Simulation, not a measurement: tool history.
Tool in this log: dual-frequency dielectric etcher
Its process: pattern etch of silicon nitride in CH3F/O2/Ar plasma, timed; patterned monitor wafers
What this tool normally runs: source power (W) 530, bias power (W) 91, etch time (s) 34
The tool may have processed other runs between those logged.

run	hour	source power (W)	bias power (W)	etch time (s)	wafers since the last listed run	hours since the last wet clean	hours since the last source power generator calibration	hours since the last bias power generator calibration	hours since the last upper electrode change	hours since the gauge calibration	read-back reference wafer on the same gauge, depth_nm	mean etch depth across the wafer (nm)
1	0	590	91	30	0	271.8	1808.4	2885.2	1376	1398.3	23.69	24.05
2	136.6	530	91	34	2457	408.4	1945	3021.8	1512.6	1534.9	23.68	26.55
3	203	530	91	34	1194	474.8	2011.4	3088.2	1579	1601.3	23.69	26.44
4	233.5	530	91	34	548	505.3	2041.9	3118.7	1609.5	1631.8	23.71	26.92
5	266.4	580	91	34	591	538.2	2074.8	3151.6	1642.4	1664.7	23.68	27.72
# hour 315.8: wet clean of the chamber
6	329.1	530	91	34	696	13.3	2137.5	3214.3	1705.1	1727.4	23.76	25.77
7	371.8	530	91	34	768	56	2180.2	3257	1747.8	1770.1	23.73	26.06
8	425.5	530	105	34	966	109.7	2233.9	3310.7	1801.5	1823.8	23.71	27.95
9	497	530	105	34	1286	181.2	2305.4	3382.2	1873	1895.3	23.73	28.28
10	587.3	530	105	34	1624	271.5	2395.7	3472.5	1963.3	1985.6	23.71	27.85
11	620.3	530	99	34	593	304.5	2428.7	3505.5	1996.3	2018.6	23.77	27.18
# hour 655: gauge calibrated
12	655.9	530	99	34	640	340.1	2464.3	3541.1	2031.9	0.9	23.79	27.66
13	706.5	530	91	34	910	390.7	2514.9	3591.7	2082.5	51.5	23.66	26.4
14	798.8	400	106	30	1660	483	2607.2	3684	2174.8	143.8	23.74	23.27
# hour 810.1: bias power generator calibrated
# hour 857.8: wet clean of the chamber
15	991.7	480	91	34	2967	133.9	2800.1	181.6	2367.7	336.7	23.67	25.02
16	1023.5	580	79	37.5	572	165.7	2831.9	213.4	2399.5	368.5	23.72	27.48
17	1085.5	530	91	34	1115	227.7	2893.9	275.4	2461.5	430.5	23.73	26.26
18	1135.7	530	99	34	903	277.9	2944.1	325.6	2511.7	480.7	23.75	27.31
# hour 1175.6: upper electrode replaced
19	1206.3	440	105	30.5	838	348.5	3014.7	396.2	30.7	551.3	23.66	23.89
# hour 1225.3: source power generator calibrated
20	1277.4	530	91	34	1207	419.6	52.1	467.3	101.8	622.4	23.67	26.33
21	1323.3	410	100	29.5	825	465.5	98	513.2	147.7	668.3	23.69	22.32
# hour 1350.5: wet clean of the chamber
22	1519.9	530	83	30	3105	169.4	294.6	709.8	344.3	864.9	23.73	22.28
23	1568.4	530	91	34	872	217.9	343.1	758.3	392.8	913.4	23.74	26.47
24	1676.1	580	91	40.5	1937	325.6	450.8	866	500.5	1021.1	23.71	32.41
25	1734.6	590	77	39	1052	384.1	509.3	924.5	559	1079.6	23.73	28.75
# hour 1859: wet clean of the chamber
26	1859.5	440	72	24	1815	0.5	634.2	1049.4	683.9	1204.5	23.65	15.4

A few steps of mean etch depth across the wafer (nm) between consecutive runs. Split each: what settings, incoming material and random variation would produce without the hidden state, and what is left over for the hidden state, along with gauge scatter present in only one of the two compared results (measured, and without hidden state):
Hidden state present: etch rate over this chamber's usual, %; source power that arrives over what is set, %; bias power that arrives over what is set, %; gauge reads high (%).
Run 5 -> 6: source power (W) 580 -> 530, wet clean of the chamber. mean etch depth across the wafer (nm) -1.95: hidden state -0.93, all else -1.02.
Run 23 -> 24: source power (W) 530 -> 580, etch time (s) 34 -> 40.5. mean etch depth across the wafer (nm) +5.94: hidden state +0.3, all else +5.64.
Run 25 -> 26: source power (W) 590 -> 440, bias power (W) 77 -> 72, etch time (s) 39 -> 24, wet clean of the chamber. mean etch depth across the wafer (nm) -13.35: hidden state -0.65, all else -12.7.
